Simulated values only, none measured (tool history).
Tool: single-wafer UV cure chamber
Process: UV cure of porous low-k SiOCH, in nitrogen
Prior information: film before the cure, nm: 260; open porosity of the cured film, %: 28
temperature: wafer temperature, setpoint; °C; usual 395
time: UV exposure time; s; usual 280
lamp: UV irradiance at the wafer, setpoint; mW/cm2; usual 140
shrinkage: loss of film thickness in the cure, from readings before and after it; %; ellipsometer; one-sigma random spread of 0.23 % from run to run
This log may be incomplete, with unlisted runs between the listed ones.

run    hour  temperature  time  lamp  shrinkage
  1       0          395   190   140     13.635
  2      38          395   190   140     13.817
  3    78.8          395   190   140     13.932
      132.2  -- quartz window cleaned
  4   145.5          395   280   140     15.634
  5   198.7          395   280   140     15.451
  6   255.6          395   280   140     15.646
  7   321.1          395   280   140     15.476
  8   353.1          395   280   140     15.035
  9   406.3          395   280   140     14.991
      431.3  -- quartz window cleaned
 10   434.3          395   280   140     15.378
 11   479.1          395   280   140     15.386
 12   507.8          395   280   140       14.9
 13   561.2          395   280   140     14.643
 14   603.2          395   280   140     15.131
 15     632          395   280   140     15.234
 16   670.7          395   280   140     15.158
      782.3  -- quartz window cleaned
 17   782.8          395   185   120     11.965
 18   842.6          407   280   140     14.937
 19   869.3          395   280   140     14.803
 20     914          403   360   140     16.106
 21   980.4          386   145   140     10.922
 22  1018.2          395   120   140     10.134
 23  1044.9          383   280   108     12.977
     1058.2  -- quartz window cleaned
 24  1107.9          403   235   153     14.071
 25  1138.4          395   165   140     11.629
     1180.4  -- UV bulbs replaced
 26  1205.8          406   280   152     17.503
 27  1242.8          395   280   140     16.433
 28  1304.7          376   385   173     18.583
     1361.1  -- quartz window cleaned
 29  1369.1          395   445   106     17.228
 30  1439.5          395   280   140     15.817
 31  1508.6          395   445   120     18.108
 32  1579.3          395   125   140     11.889

4 ways to go on from here, each from the tool as it stands after run 32. What would each give?
  A  1579.7          395   280   140          ?
  B  1579.7          395   280   118          ?
  C  1579.7          382   145   152          ?
  D  1579.7          395   280   122          ?

run  shrinkage
  A     16.011
  B     15.123
  C     12.814
  D     15.296
Without the tool's unlogged condition, the same runs would have read:
run  shrinkage
  A     16.489
  B     15.597
  C     13.269
  D     15.771
